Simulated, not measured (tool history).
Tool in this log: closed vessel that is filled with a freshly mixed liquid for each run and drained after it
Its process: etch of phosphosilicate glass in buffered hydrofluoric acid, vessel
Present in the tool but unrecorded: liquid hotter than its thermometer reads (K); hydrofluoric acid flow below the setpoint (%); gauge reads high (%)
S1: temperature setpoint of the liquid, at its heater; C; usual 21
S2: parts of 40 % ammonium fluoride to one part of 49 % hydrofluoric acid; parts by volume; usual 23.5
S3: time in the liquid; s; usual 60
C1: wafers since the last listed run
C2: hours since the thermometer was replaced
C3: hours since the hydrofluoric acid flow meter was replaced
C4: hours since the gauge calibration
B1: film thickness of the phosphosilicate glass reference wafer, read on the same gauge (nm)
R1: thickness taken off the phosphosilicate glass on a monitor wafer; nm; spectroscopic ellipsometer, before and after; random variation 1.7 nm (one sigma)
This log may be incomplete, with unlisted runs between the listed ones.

run 1 hour=0 | S1=21 S2=23.5 S3=60 | C1=0 C2=638.4 C3=1848.2 C4=283.1 | B1=130 | R1=245.37
run 2 hour=15.5 | S1=21 S2=23.5 S3=60 | C1=1125 C2=653.9 C3=1863.7 C4=298.6 | B1=130.03 | R1=244.47
-- hour=18.5 hydrofluoric acid flow meter replaced
-- hour=29.3 thermometer replaced
run 3 hour=32.3 | S1=21 S2=23.5 S3=60 | C1=1075 C2=3 C3=13.8 C4=315.4 | B1=130.01 | R1=231.95
run 4 hour=38.5 | S1=21 S2=23.5 S3=60 | C1=450 C2=9.2 C3=20 C4=321.6 | B1=129.97 | R1=234.8
run 5 hour=65.1 | S1=21 S2=23.5 S3=60 | C1=1932 C2=35.8 C3=46.6 C4=348.2 | B1=130 | R1=233.16
run 6 hour=77 | S1=21 S2=16 S3=45 | C1=864 C2=47.7 C3=58.5 C4=360.1 | B1=130.02 | R1=242.28
run 7 hour=86.4 | S1=24 S2=30 S3=90 | C1=682 C2=57.1 C3=67.9 C4=369.5 | B1=130 | R1=348.07
run 8 hour=96.5 | S1=17 S2=23.5 S3=45 | C1=733 C2=67.2 C3=78 C4=379.6 | B1=130 | R1=138.87
run 9 hour=102.6 | S1=21 S2=30 S3=45 | C1=443 C2=73.3 C3=84.1 C4=385.7 | B1=130.02 | R1=146.71
run 10 hour=118.4 | S1=21 S2=23.5 S3=40 | C1=1147 C2=89.1 C3=99.9 C4=401.5 | B1=129.98 | R1=157.56
run 11 hour=125.2 | S1=21 S2=17.5 S3=60 | C1=493 C2=95.9 C3=106.7 C4=408.3 | B1=129.99 | R1=293.76
run 12 hour=139.8 | S1=25.5 S2=18 S3=35 | C1=1060 C2=110.5 C3=121.3 C4=422.9 | B1=129.97 | R1=216.39
run 13 hour=146.7 | S1=19.5 S2=23.5 S3=60 | C1=501 C2=117.4 C3=128.2 C4=429.8 | B1=129.99 | R1=214.08
run 14 hour=173.9 | S1=25 S2=28 S3=40 | C1=1975 C2=144.6 C3=155.4 C4=457 | B1=129.98 | R1=173.33
run 15 hour=185.6 | S1=25 S2=30 S3=90 | C1=849 C2=156.3 C3=167.1 C4=468.7 | B1=129.98 | R1=368.57
-- hour=188.7 gauge calibrated
run 16 hour=202.3 | S1=21 S2=23.5 S3=60 | C1=1213 C2=173 C3=183.8 C4=13.6 | B1=130.01 | R1=233.14
run 17 hour=214.5 | S1=21 S2=23.5 S3=60 | C1=886 C2=185.2 C3=196 C4=25.8 | B1=130.02 | R1=233.55
run 18 hour=229.1 | S1=25.5 S2=23.5 S3=90 | C1=1060 C2=199.8 C3=210.6 C4=40.4 | B1=130 | R1=453.96
run 19 hour=238.1 | S1=21 S2=23.5 S3=90 | C1=653 C2=208.8 C3=219.6 C4=49.4 | B1=129.98 | R1=356.79
run 20 hour=246.8 | S1=25.5 S2=21 S3=40 | C1=631 C2=217.5 C3=228.3 C4=58.1 | B1=130.01 | R1=216.81
run 21 hour=254.4 | S1=21 S2=27.5 S3=60 | C1=552 C2=225.1 C3=235.9 C4=65.7 | B1=129.99 | R1=216
run 22 hour=266.4 | S1=17.5 S2=28 S3=90 | C1=871 C2=237.1 C3=247.9 C4=77.7 | B1=129.99 | R1=262.24
run 23 hour=281.3 | S1=17 S2=30 S3=90 | C1=1082 C2=252 C3=262.8 C4=92.6 | B1=130 | R1=238.66
run 24 hour=289.1 | S1=18.5 S2=30 S3=35 | C1=566 C2=259.8 C3=270.6 C4=100.4 | B1=129.97 | R1=102.07
run 25 hour=299.8 | S1=21 S2=18.5 S3=30 | C1=777 C2=270.5 C3=281.3 C4=111.1 | B1=130.01 | R1=145.79
run 26 hour=315.1 | S1=25 S2=23.5 S3=90 | C1=1111 C2=285.8 C3=296.6 C4=126.4 | B1=130.02 | R1=442.4
run 27 hour=337.9 | S1=17 S2=18 S3=35 | C1=1656 C2=308.6 C3=319.4 C4=149.2 | B1=129.99 | R1=136.24
run 28 hour=354.6 | S1=21 S2=23.5 S3=40 | C1=1213 C2=325.3 C3=336.1 C4=165.9 | B1=129.99 | R1=159.16
run 29 hour=370.8 | S1=24 S2=23.5 S3=85 | C1=1176 C2=341.5 C3=352.3 C4=182.1 | B1=129.98 | R1=399.37
run 30 hour=387.8 | S1=18.5 S2=19 S3=75 | C1=1234 C2=358.5 C3=369.3 C4=199.1 | B1=129.98 | R1=305.15
run 31 hour=402.6 | S1=18 S2=30 S3=80 | C1=1075 C2=373.3 C3=384.1 C4=213.9 | B1=130.02 | R1=227.07

Branching from run 31: 5 alternative next runs. What would each branch give?
run A hour=403.3 | S1=21 S2=23.5 S3=60 | C1=50 C2=374 C3=384.8 C4=214.6 | B1=? | R1=?
run B hour=403.3 | S1=21 S2=28 S3=70 | C1=50 C2=374 C3=384.8 C4=214.6 | B1=? | R1=?
run C hour=403.3 | S1=26 S2=23.5 S3=60 | C1=50 C2=374 C3=384.8 C4=214.6 | B1=? | R1=?
run D hour=403.3 | S1=19.5 S2=18 S3=70 | C1=50 C2=374 C3=384.8 C4=214.6 | B1=? | R1=?
run E hour=403.3 | S1=17 S2=16.5 S3=85 | C1=50 C2=374 C3=384.8 C4=214.6 | B1=? | R1=?

run=A B1=130 R1=239.46
run=B B1=130 R1=247.55
run=C B1=130 R1=314.9
run=D B1=130 R1=318.63
run=E B1=130 R1=366.07
With no hidden state in the tool, these same runs would have given:
run=A R1=230.16
run=B R1=237.92
run=C R1=303.04
run=D R1=306.18
run=E R1=351.53
